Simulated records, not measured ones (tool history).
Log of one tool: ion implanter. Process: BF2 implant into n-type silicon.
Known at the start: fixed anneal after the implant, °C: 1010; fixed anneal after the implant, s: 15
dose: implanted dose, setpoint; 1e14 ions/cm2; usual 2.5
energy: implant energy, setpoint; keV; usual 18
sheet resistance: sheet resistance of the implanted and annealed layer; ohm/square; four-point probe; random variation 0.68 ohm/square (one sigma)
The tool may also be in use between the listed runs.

run    hour  dose  energy  wafers since the last listed run  hours since the last dose calibration  hours since the extraction supply was calibrated  hours since the gauge calibration  read-back reference wafer on the same gauge, sheet resistance  sheet resistance
  1       0  1.95      18                                 0                                  472.6                                            4605.2                               90.2                                                         511.82            553.69
        1.2  -- Faraday cup replaced and dose calibrated
  2   116.8  1.95      18                              3151                                  115.6                                              4722                                207                                                         511.99            557.79
  3   172.7   2.5      18                              1523                                  171.5                                            4777.9                              262.9                                                            512            450.32
  4   208.8   2.5      18                               983                                  207.6                                              4814                                299                                                         512.28            449.96
  5     252   2.5      18                              1177                                  250.8                                            4857.2                              342.2                                                         512.07            450.08
  6   340.2   2.5    15.5                              2403                                    339                                            4945.4                              430.4                                                         512.22            455.74
  7   412.7   2.5    15.5                              1975                                  411.5                                            5017.9                              502.9                                                         512.06            455.95
      478.8  -- Faraday cup replaced and dose calibrated
  8   518.7   2.5    15.5                              2670                                   39.9                                            5123.9                              608.9                                                         511.92            461.03
  9   613.4   2.5      18                              2580                                  134.6                                            5218.6                              703.6                                                         512.17            452.41
 10   692.1   2.5      18                              2144                                  213.3                                            5297.3                              782.3                                                         512.13            449.32
 11   798.4   2.5      18                              2896                                  319.6                                            5403.6                              888.6                                                         512.16            449.43
 12   894.3  2.02    19.5                              2613                                  415.5                                            5499.5                              984.5                                                         512.04            533.41
      921.8  -- Faraday cup replaced and dose calibrated
 13  1112.3  3.09      18                              5722                                  190.5                                            5717.5                             1202.5                                                         511.95            377.49
 14  1181.7   2.1    14.5                              1891                                  259.9                                            5786.9                             1271.9                                                         511.96            535.58
 15  1270.4     2      13                              2417                                  348.6                                            5875.6                             1360.6                                                         511.87            562.57
 16  1331.8   2.5      18                              1673                                    410                                              5937                               1422                                                         512.06             446.7
     1371.4  -- gauge calibrated
     1373.9  -- Faraday cup replaced and dose calibrated
     1381.3  -- extraction supply calibrated
 17  1439.7   2.7    21.5                              2521                                   65.8                                              58.4                               68.3                                                         512.17            416.54
 18  1528.3   2.5      18                              2414                                  154.4                                               147                              156.9                                                         511.93            451.66
 19  1753.7  3.18      18                              6142                                  379.8                                             372.4                              382.3                                                         511.99            369.07
 20  1820.5   2.1    23.5                              1820                                  446.6                                             439.2                              449.1                                                         511.97            507.13
     1880.4  -- Faraday cup replaced and dose calibrated
 21  1908.7  3.21      18                              2185                                   28.3                                             527.4                              537.3                                                         511.98            368.81

Forecast each of these 3 alternatives for the next run:
  A  1909.1   2.5      18                                10                                   28.7                                             527.8                              537.7                                                              ?                 ?
  B  1909.1  2.23    12.5                                10                                   28.7                                             527.8                              537.7                                                              ?                 ?
  C  1909.1  2.03      18                                10                                   28.7                                             527.8                              537.7                                                              ?                 ?

run  read-back reference wafer on the same gauge, sheet resistance  sheet resistance
  A                                                         512.03            452.51
  B                                                         512.03            522.56
  C                                                         512.03            540.76
Without the tool's hidden state the same runs would have given:
run  sheet resistance
  A            453.47
  B            523.66
  C            541.94
